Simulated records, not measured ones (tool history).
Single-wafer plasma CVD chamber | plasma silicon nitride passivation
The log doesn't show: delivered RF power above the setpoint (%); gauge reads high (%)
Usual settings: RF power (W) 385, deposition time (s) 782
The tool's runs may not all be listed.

run     day  RF power (W)  deposition time (s)  wafers since the last listed run  hours since the last RF generator calibration  hours since the showerhead was replaced  hours since the gauge calibration  read-back reference wafer on the same gauge, thickness_nm  mean film thickness on the monitor wafer (angstrom)
  1       0           385                  782                                 0                                          656.3                                   2594.8                              439.1                                                    989.434                                             10627.38
      1.283  -- gauge calibrated
  2   1.762           385                  782                                71                                          698.6                                   2637.1                               11.5                                                    990.639                                             10607.74
  3   3.092           385                  782                                53                                          730.5                                     2669                               43.4                                                    989.526                                             10631.14
  4   3.875           385                  819                                31                                          749.3                                   2687.8                               62.2                                                     989.87                                             11045.62
  5   5.054           385                  819                                47                                          777.6                                   2716.1                               90.5                                                    990.153                                              11069.2
  6   5.821           385                  819                                30                                            796                                   2734.5                              108.9                                                    990.868                                             11090.93
  7   8.938           385                  837                               125                                          870.8                                   2809.3                              183.7                                                    990.214                                             11309.59
  8    10.4           385                  837                                59                                          905.9                                   2844.4                              218.8                                                     990.24                                             11301.09
  9  10.917           355                  727                                20                                          918.3                                   2856.8                              231.2                                                    989.665                                              9573.25
 10  11.725           355                  727                                32                                          937.7                                   2876.2                              250.6                                                    990.318                                              9626.55
 11  12.571           385                  782                                34                                            958                                   2896.5                              270.9                                                    989.224                                             10527.38
     12.967  -- RF generator calibrated
 12  13.221           385                  782                                12                                            6.1                                   2912.1                              286.5                                                    990.962                                             10747.35
 13  13.896           385                  782                                27                                           22.3                                   2928.3                              302.7                                                    990.247                                             10800.99
 14  15.333           385                  782                                58                                           56.8                                   2962.8                              337.2                                                     989.49                                             10797.98
 15  16.367           460                  665                                41                                           81.6                                   2987.6                                362                                                    990.886                                              9587.67
 16  17.212           385                  782                                34                                          101.9                                   3007.9                              382.3                                                    990.015                                             10748.45
     18.575  -- showerhead replaced, of another model than before
 17  18.596           355                  727                                42                                          135.1                                      0.5                              415.5                                                    989.997                                              9717.43
 18  19.338           385                  782                                29                                          152.9                                     18.3                              433.3                                                    988.936                                             10785.24
 19  20.558           435                  732                                49                                          182.2                                     47.6                              462.6                                                    989.801                                             10479.92
 20  22.033           330                  661                                59                                          217.6                                       83                                498                                                    989.443                                              8551.44
 21  22.679           410                  782                                26                                          233.1                                     98.5                              513.5                                                    990.923                                             10939.41
     22.929  -- gauge calibrated
 22  23.458           365                  923                                31                                          251.8                                    117.2                               12.7                                                    990.109                                             12345.85
 23  24.167           445                  893                                28                                          268.8                                    134.2                               29.7                                                    990.474                                             12885.91
 24  25.625           410                  925                                58                                          303.8                                    169.2                               64.7                                                    990.668                                             12940.27
 25  26.479           385                  828                                34                                          324.3                                    189.7                               85.2                                                    990.454                                             11292.15
 26  27.675           405                  923                                48                                            353                                    218.4                              113.9                                                    990.081                                             12840.93
 27  28.433           385                  782                                30                                          371.2                                    236.6                              132.1                                                    989.739                                             10627.11
 28  29.571           425                  935                                45                                          398.5                                    263.9                              159.4                                                    989.789                                             13178.44
 29  30.179           315                  669                                24                                          413.1                                    278.5                                174                                                    990.189                                              8469.35

How the hidden state differs across the entries between the runs, from the last listed run before each to the first after it:
Between runs 1 and 2: gauge calibrated (day 1.283)
  delivered RF power above the setpoint (%): -6.33 -> -6.71
  measured less the result without the state, mean film thickness on the monitor wafer (angstrom): -174.86 -> -185.54
Between runs 11 and 12: RF generator calibrated (day 12.967)
  delivered RF power above the setpoint (%): -9.06 -> -0.0569
  measured less the result without the state, mean film thickness on the monitor wafer (angstrom): -252.1 -> -1.54
Between runs 16 and 17: showerhead replaced, of another model than before (day 18.575)
  delivered RF power above the setpoint (%): -0.926 -> -1.23
  measured less the result without the state, mean film thickness on the monitor wafer (angstrom): -25.12 -> -43.28
Between runs 21 and 22: gauge calibrated (day 22.929)
  delivered RF power above the setpoint (%): -2.12 -> -2.29
  measured less the result without the state, mean film thickness on the monitor wafer (angstrom): -84.62 -> -103.29
